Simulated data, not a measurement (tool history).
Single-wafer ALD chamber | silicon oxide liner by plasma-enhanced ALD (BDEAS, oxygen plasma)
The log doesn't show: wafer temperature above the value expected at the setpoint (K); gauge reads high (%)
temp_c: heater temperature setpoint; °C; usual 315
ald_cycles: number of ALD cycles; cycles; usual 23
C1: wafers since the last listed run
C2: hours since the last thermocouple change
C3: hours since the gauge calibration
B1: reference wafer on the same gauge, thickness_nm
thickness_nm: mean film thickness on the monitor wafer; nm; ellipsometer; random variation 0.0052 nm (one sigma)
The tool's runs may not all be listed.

{"run": 1, "hour": 0.0, "temp_c": 305, "ald_cycles": 23, "C1": 0, "C2": 485.0, "C3": 20.5, "B1": 1.75, "thickness_nm": 2.117}
{"run": 2, "hour": 149.3, "temp_c": 305, "ald_cycles": 23, "C1": 1555, "C2": 634.3, "C3": 169.8, "B1": 1.749, "thickness_nm": 2.122}
{"run": 3, "hour": 207.1, "temp_c": 315, "ald_cycles": 26, "C1": 602, "C2": 692.1, "C3": 227.6, "B1": 1.749, "thickness_nm": 2.357}
{"run": 4, "hour": 251.7, "temp_c": 315, "ald_cycles": 26, "C1": 464, "C2": 736.7, "C3": 272.2, "B1": 1.75, "thickness_nm": 2.362}
{"run": 5, "hour": 278.0, "temp_c": 315, "ald_cycles": 26, "C1": 274, "C2": 763.0, "C3": 298.5, "B1": 1.751, "thickness_nm": 2.363}
{"run": 6, "hour": 382.5, "temp_c": 315, "ald_cycles": 22, "C1": 1088, "C2": 867.5, "C3": 403.0, "B1": 1.75, "thickness_nm": 1.999}
{"run": 7, "hour": 431.9, "temp_c": 315, "ald_cycles": 23, "C1": 514, "C2": 916.9, "C3": 452.4, "B1": 1.749, "thickness_nm": 2.087}
{"run": 8, "hour": 478.7, "temp_c": 315, "ald_cycles": 23, "C1": 487, "C2": 963.7, "C3": 499.2, "B1": 1.748, "thickness_nm": 2.085}
{"run": 9, "hour": 528.4, "temp_c": 315, "ald_cycles": 23, "C1": 517, "C2": 1013.4, "C3": 548.9, "B1": 1.75, "thickness_nm": 2.088}
{"run": 10, "hour": 571.6, "temp_c": 315, "ald_cycles": 23, "C1": 450, "C2": 1056.6, "C3": 592.1, "B1": 1.751, "thickness_nm": 2.095}
{"run": 11, "hour": 636.8, "temp_c": 315, "ald_cycles": 23, "C1": 679, "C2": 1121.8, "C3": 657.3, "B1": 1.75, "thickness_nm": 2.104}
{"run": 12, "hour": 668.0, "temp_c": 315, "ald_cycles": 23, "C1": 325, "C2": 1153.0, "C3": 688.5, "B1": 1.752, "thickness_nm": 2.095}
{"hour": 725.6, "done": "thermocouple changed; heater temperature recalibrated"}
{"run": 13, "hour": 739.4, "temp_c": 310, "ald_cycles": 24, "C1": 660, "C2": 13.8, "C3": 759.9, "B1": 1.75, "thickness_nm": 2.182}
{"run": 14, "hour": 788.8, "temp_c": 310, "ald_cycles": 24, "C1": 514, "C2": 63.2, "C3": 809.3, "B1": 1.748, "thickness_nm": 2.18}
{"run": 15, "hour": 839.4, "temp_c": 300, "ald_cycles": 23, "C1": 527, "C2": 113.8, "C3": 859.9, "B1": 1.749, "thickness_nm": 2.131}
{"run": 16, "hour": 929.8, "temp_c": 302, "ald_cycles": 25, "C1": 941, "C2": 204.2, "C3": 950.3, "B1": 1.749, "thickness_nm": 2.324}
{"hour": 956.5, "done": "gauge calibrated"}
{"run": 17, "hour": 969.8, "temp_c": 315, "ald_cycles": 23, "C1": 416, "C2": 244.2, "C3": 13.3, "B1": 1.751, "thickness_nm": 2.074}
{"run": 18, "hour": 1016.8, "temp_c": 315, "ald_cycles": 20, "C1": 489, "C2": 291.2, "C3": 60.3, "B1": 1.749, "thickness_nm": 1.806}
{"run": 19, "hour": 1070.1, "temp_c": 322, "ald_cycles": 26, "C1": 555, "C2": 344.5, "C3": 113.6, "B1": 1.75, "thickness_nm": 2.329}
{"run": 20, "hour": 1127.5, "temp_c": 315, "ald_cycles": 23, "C1": 598, "C2": 401.9, "C3": 171.0, "B1": 1.749, "thickness_nm": 2.078}
{"run": 21, "hour": 1186.2, "temp_c": 303, "ald_cycles": 20, "C1": 611, "C2": 460.6, "C3": 229.7, "B1": 1.748, "thickness_nm": 1.845}
{"run": 22, "hour": 1237.7, "temp_c": 315, "ald_cycles": 27, "C1": 536, "C2": 512.1, "C3": 281.2, "B1": 1.749, "thickness_nm": 2.444}
{"run": 23, "hour": 1268.6, "temp_c": 309, "ald_cycles": 20, "C1": 321, "C2": 543.0, "C3": 312.1, "B1": 1.752, "thickness_nm": 1.824}
{"run": 24, "hour": 1436.8, "temp_c": 315, "ald_cycles": 23, "C1": 1752, "C2": 711.2, "C3": 480.3, "B1": 1.75, "thickness_nm": 2.08}
{"run": 25, "hour": 1501.5, "temp_c": 315, "ald_cycles": 23, "C1": 674, "C2": 775.9, "C3": 545.0, "B1": 1.749, "thickness_nm": 2.087}
{"run": 26, "hour": 1566.7, "temp_c": 315, "ald_cycles": 23, "C1": 679, "C2": 841.1, "C3": 610.2, "B1": 1.749, "thickness_nm": 2.093}
{"run": 27, "hour": 1592.5, "temp_c": 315, "ald_cycles": 25, "C1": 268, "C2": 866.9, "C3": 636.0, "B1": 1.751, "thickness_nm": 2.27}
{"run": 28, "hour": 1618.7, "temp_c": 315, "ald_cycles": 19, "C1": 272, "C2": 893.1, "C3": 662.2, "B1": 1.751, "thickness_nm": 1.725}
{"run": 29, "hour": 1660.0, "temp_c": 327, "ald_cycles": 20, "C1": 430, "C2": 934.4, "C3": 703.5, "B1": 1.749, "thickness_nm": 1.776}

Forecast each of these 5 alternatives for the next run:
{"run": "A", "hour": 1660.4, "temp_c": 315, "ald_cycles": 23, "C1": 4, "C2": 934.8, "C3": 703.9, "B1": "?", "thickness_nm": "?"}
{"run": "B", "hour": 1660.4, "temp_c": 310, "ald_cycles": 21, "C1": 4, "C2": 934.8, "C3": 703.9, "B1": "?", "thickness_nm": "?"}
{"run": "C", "hour": 1660.4, "temp_c": 301, "ald_cycles": 26, "C1": 4, "C2": 934.8, "C3": 703.9, "B1": "?", "thickness_nm": "?"}
{"run": "D", "hour": 1660.4, "temp_c": 306, "ald_cycles": 20, "C1": 4, "C2": 934.8, "C3": 703.9, "B1": "?", "thickness_nm": "?"}
{"run": "E", "hour": 1660.4, "temp_c": 329, "ald_cycles": 27, "C1": 4, "C2": 934.8, "C3": 703.9, "B1": "?", "thickness_nm": "?"}

run=A B1=1.750 thickness_nm=2.091
run=B B1=1.750 thickness_nm=1.925
run=C B1=1.750 thickness_nm=2.457
run=D B1=1.750 thickness_nm=1.851
run=E B1=1.750 thickness_nm=2.400
Without the tool's hidden state the same runs would have given:
run=A thickness_nm=2.073
run=B thickness_nm=1.908
run=C thickness_nm=2.402
run=D thickness_nm=1.829
run=E thickness_nm=2.378
